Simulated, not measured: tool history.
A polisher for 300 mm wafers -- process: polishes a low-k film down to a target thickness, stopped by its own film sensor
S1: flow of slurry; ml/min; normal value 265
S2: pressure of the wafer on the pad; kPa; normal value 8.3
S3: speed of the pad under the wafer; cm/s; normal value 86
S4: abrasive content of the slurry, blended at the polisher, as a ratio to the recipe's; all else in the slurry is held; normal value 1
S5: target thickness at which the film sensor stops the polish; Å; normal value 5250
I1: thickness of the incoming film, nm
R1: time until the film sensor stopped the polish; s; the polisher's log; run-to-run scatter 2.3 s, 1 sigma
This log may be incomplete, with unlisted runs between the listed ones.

{"run": 1, "hour": 0.0, "S1": 315, "S2": 8.3, "S3": 86, "S4": 1, "S5": 5250, "I1": 562.9, "R1": 211}
{"run": 2, "hour": 30.5, "S1": 315, "S2": 8.3, "S3": 86, "S4": 1, "S5": 5250, "I1": 564.5, "R1": 220.3}
{"hour": 39.9, "done": "conditioning disc replaced and pad reconditioned"}
{"hour": 56.4, "done": "worn pad replaced by a new one"}
{"hour": 58.8, "done": "slurry blender recalibrated"}
{"run": 3, "hour": 65.9, "S1": 265, "S2": 8.3, "S3": 86, "S4": 1, "S5": 5250, "I1": 564.5, "R1": 227.7}
{"run": 4, "hour": 84.8, "S1": 265, "S2": 8.3, "S3": 86, "S4": 1, "S5": 5250, "I1": 562.3, "R1": 206.9}
{"run": 5, "hour": 114.1, "S1": 265, "S2": 8.3, "S3": 86, "S4": 1, "S5": 5250, "I1": 567.1, "R1": 242.7}
{"run": 6, "hour": 146.6, "S1": 265, "S2": 8.3, "S3": 86, "S4": 1, "S5": 5250, "I1": 564.2, "R1": 221.4}
{"run": 7, "hour": 163.3, "S1": 265, "S2": 8.3, "S3": 86, "S4": 1, "S5": 5250, "I1": 558.6, "R1": 191.1}
{"run": 8, "hour": 188.5, "S1": 265, "S2": 8.3, "S3": 86, "S4": 1, "S5": 5250, "I1": 568.1, "R1": 244.9}
{"hour": 204.5, "done": "worn pad replaced by a new one"}
{"run": 9, "hour": 209.2, "S1": 210, "S2": 8.3, "S3": 68, "S4": 1, "S5": 5250, "I1": 569.9, "R1": 306.8}
{"run": 10, "hour": 227.2, "S1": 215, "S2": 5.5, "S3": 94, "S4": 1, "S5": 5250, "I1": 560.9, "R1": 262.6}
{"hour": 245.7, "done": "slurry blender recalibrated"}
{"run": 11, "hour": 262.3, "S1": 225, "S2": 8.3, "S3": 86, "S4": 0.7, "S5": 5250, "I1": 555, "R1": 209.5}
{"run": 12, "hour": 275.5, "S1": 265, "S2": 8.3, "S3": 86, "S4": 0.8, "S5": 5250, "I1": 558.5, "R1": 208.4}
{"run": 13, "hour": 293.3, "S1": 185, "S2": 6.9, "S3": 86, "S4": 0.7, "S5": 5330, "I1": 566.3, "R1": 270.7}
{"run": 14, "hour": 312.0, "S1": 265, "S2": 8.3, "S3": 86, "S4": 1, "S5": 5250, "I1": 555, "R1": 169.9}
{"run": 15, "hour": 328.8, "S1": 265, "S2": 8.3, "S3": 64, "S4": 1, "S5": 5250, "I1": 555.9, "R1": 220.1}
{"hour": 365.6, "done": "head pressure recalibrated"}
{"run": 16, "hour": 366.1, "S1": 240, "S2": 10.3, "S3": 86, "S4": 1.3, "S5": 5210, "I1": 562.1, "R1": 170.3}
{"run": 17, "hour": 386.2, "S1": 265, "S2": 8.3, "S3": 86, "S4": 1, "S5": 5250, "I1": 550.9, "R1": 141.9}
{"hour": 393.8, "done": "worn pad replaced by a new one"}
{"run": 18, "hour": 408.6, "S1": 215, "S2": 6.9, "S3": 86, "S4": 0.8, "S5": 5250, "I1": 551.7, "R1": 202.2}
{"hour": 414.6, "done": "slurry blender recalibrated"}
{"hour": 434.6, "done": "conditioning disc replaced and pad reconditioned"}
{"hour": 439.7, "done": "slurry nozzle cleaned"}
{"run": 19, "hour": 442.5, "S1": 265, "S2": 8.3, "S3": 86, "S4": 1.1, "S5": 5250, "I1": 567.1, "R1": 226.8}
{"run": 20, "hour": 472.1, "S1": 265, "S2": 8.3, "S3": 86, "S4": 1, "S5": 5250, "I1": 548.2, "R1": 130.6}
{"run": 21, "hour": 517.1, "S1": 185, "S2": 6.9, "S3": 86, "S4": 0.7, "S5": 5330, "I1": 567.6, "R1": 284.8}
{"run": 22, "hour": 532.2, "S1": 265, "S2": 8.3, "S3": 86, "S4": 1, "S5": 5150, "I1": 560.6, "R1": 256.8}
{"hour": 556.8, "done": "worn pad replaced by a new one"}
{"run": 23, "hour": 567.6, "S1": 215, "S2": 8.3, "S3": 102, "S4": 1, "S5": 5250, "I1": 561.4, "R1": 183.3}
{"run": 24, "hour": 601.1, "S1": 225, "S2": 9, "S3": 86, "S4": 1.2, "S5": 5250, "I1": 556, "R1": 152.3}
{"hour": 608.9, "done": "slurry blender recalibrated"}
{"run": 25, "hour": 626.5, "S1": 295, "S2": 6.9, "S3": 112, "S4": 0.85, "S5": 5250, "I1": 567.2, "R1": 240.1}

Each row is a separate what-if for the run after 25, all from the same tool condition, not one after another. Results?
{"run": "A", "hour": 627.0, "S1": 265, "S2": 8.3, "S3": 86, "S4": 1, "S5": 5250, "I1": 557.1, "R1": "?"}
{"run": "B", "hour": 627.0, "S1": 315, "S2": 9.7, "S3": 104, "S4": 1, "S5": 5250, "I1": 557.1, "R1": "?"}
{"run": "C", "hour": 627.0, "S1": 265, "S2": 8.3, "S3": 108, "S4": 1, "S5": 5170, "I1": 557.1, "R1": "?"}
{"run": "D", "hour": 627.0, "S1": 265, "S2": 8.3, "S3": 86, "S4": 0.9, "S5": 5250, "I1": 557.1, "R1": "?"}

run=A R1=180.2
run=B R1=134.3
run=C R1=187.6
run=D R1=190.8
Without the tool's hidden state the same runs would have given:
run=A R1=180.2
run=B R1=134.3
run=C R1=187.6
run=D R1=190.8

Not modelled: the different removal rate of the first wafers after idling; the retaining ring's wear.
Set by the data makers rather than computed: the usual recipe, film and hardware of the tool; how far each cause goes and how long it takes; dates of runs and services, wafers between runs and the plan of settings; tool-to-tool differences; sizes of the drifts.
